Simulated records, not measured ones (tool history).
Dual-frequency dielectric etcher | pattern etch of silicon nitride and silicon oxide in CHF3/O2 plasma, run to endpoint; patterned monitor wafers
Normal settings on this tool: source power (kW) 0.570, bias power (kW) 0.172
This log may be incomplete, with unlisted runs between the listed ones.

| run | hour | source power (kW) | bias power (kW) | wafers since the last listed run | hours since the last wet clean | hours since the last source power generator calibration | hours since the last bias power generator calibration | hours since the last upper electrode change | incoming incoming film thickness, nm | endpoint time (s) |
|---|---|---|---|---|---|---|---|---|---|---|
| 1 | 0.0 | 0.490 | 0.184 | 0 | 302.0 | 3481.2 | 2845.6 | 4812.5 | 238.4 | 168.6 |
| 2 | 33.0 | 0.490 | 0.184 | 144 | 335.0 | 3514.2 | 2878.6 | 4845.5 | 241.8 | 171.2 |
| 3 | 111.2 | 0.490 | 0.184 | 341 | 413.2 | 3592.4 | 2956.8 | 4923.7 | 240.0 | 171.2 |
| 4 | 133.1 | 0.570 | 0.172 | 95 | 435.1 | 3614.3 | 2978.7 | 4945.6 | 239.3 | 161.3 |
| 5 | 165.5 | 0.570 | 0.172 | 141 | 467.5 | 3646.7 | 3011.1 | 4978.0 | 241.0 | 163.2 |
| 6 | 183.3 | 0.570 | 0.172 | 77 | 485.3 | 3664.5 | 3028.9 | 4995.8 | 238.9 | 161.2 |
|  | 228.0 | wet clean of the chamber |
|  | 236.5 | upper electrode replaced |
| 7 | 250.5 | 0.610 | 0.172 | 151 | 22.5 | 3731.7 | 3096.1 | 14.0 | 239.7 | 154.1 |
| 8 | 283.0 | 0.610 | 0.172 | 141 | 55.0 | 3764.2 | 3128.6 | 46.5 | 242.3 | 155.7 |
|  | 299.7 | bias power generator calibrated |
|  | 343.8 | source power generator calibrated |
| 9 | 344.3 | 0.610 | 0.172 | 232 | 116.3 | 0.5 | 44.6 | 107.8 | 241.0 | 155.6 |
| 10 | 363.9 | 0.570 | 0.172 | 85 | 135.9 | 20.1 | 64.2 | 127.4 | 240.5 | 160.3 |
| 11 | 398.9 | 0.660 | 0.145 | 152 | 170.9 | 55.1 | 99.2 | 162.4 | 241.2 | 157.8 |
| 12 | 419.5 | 0.710 | 0.172 | 89 | 191.5 | 75.7 | 119.8 | 183.0 | 240.3 | 144.6 |
| 13 | 447.2 | 0.570 | 0.135 | 120 | 219.2 | 103.4 | 147.5 | 210.7 | 243.1 | 173.2 |
| 14 | 540.0 | 0.570 | 0.172 | 405 | 312.0 | 196.2 | 240.3 | 303.5 | 239.7 | 160.7 |
| 15 | 564.9 | 0.710 | 0.146 | 108 | 336.9 | 221.1 | 265.2 | 328.4 | 240.6 | 152.7 |
| 16 | 591.4 | 0.570 | 0.172 | 115 | 363.4 | 247.6 | 291.7 | 354.9 | 242.4 | 163.9 |
| 17 | 619.2 | 0.570 | 0.172 | 121 | 391.2 | 275.4 | 319.5 | 382.7 | 241.6 | 163.5 |
| 18 | 648.4 | 0.460 | 0.203 | 127 | 420.4 | 304.6 | 348.7 | 411.9 | 241.8 | 172.5 |
| 19 | 678.7 | 0.710 | 0.142 | 132 | 450.7 | 334.9 | 379.0 | 442.2 | 237.7 | 154.3 |
| 20 | 692.3 | 0.710 | 0.137 | 59 | 464.3 | 348.5 | 392.6 | 455.8 | 240.4 | 156.2 |

State the hidden condition of the tool at each of the runs:
source power that arrives over what is set, %: 0 in every run
bias power that arrives over what is set, %: 0 in every run
H1: etch rate over this chamber's usual, %
| run | H1 |
|---|---|
| 1 | -1.86 |
| 2 | -2.05 |
| 3 | -2.51 |
| 4 | -2.64 |
| 5 | -2.83 |
| 6 | -2.93 |
| 7 | -0.684 |
| 8 | -0.875 |
| 9 | -1.24 |
| 10 | -1.35 |
| 11 | -1.56 |
| 12 | -1.68 |
| 13 | -1.84 |
| 14 | -2.39 |
| 15 | -2.53 |
| 16 | -2.69 |
| 17 | -2.85 |
| 18 | -3.02 |
| 19 | -3.2 |
| 20 | -3.28 |

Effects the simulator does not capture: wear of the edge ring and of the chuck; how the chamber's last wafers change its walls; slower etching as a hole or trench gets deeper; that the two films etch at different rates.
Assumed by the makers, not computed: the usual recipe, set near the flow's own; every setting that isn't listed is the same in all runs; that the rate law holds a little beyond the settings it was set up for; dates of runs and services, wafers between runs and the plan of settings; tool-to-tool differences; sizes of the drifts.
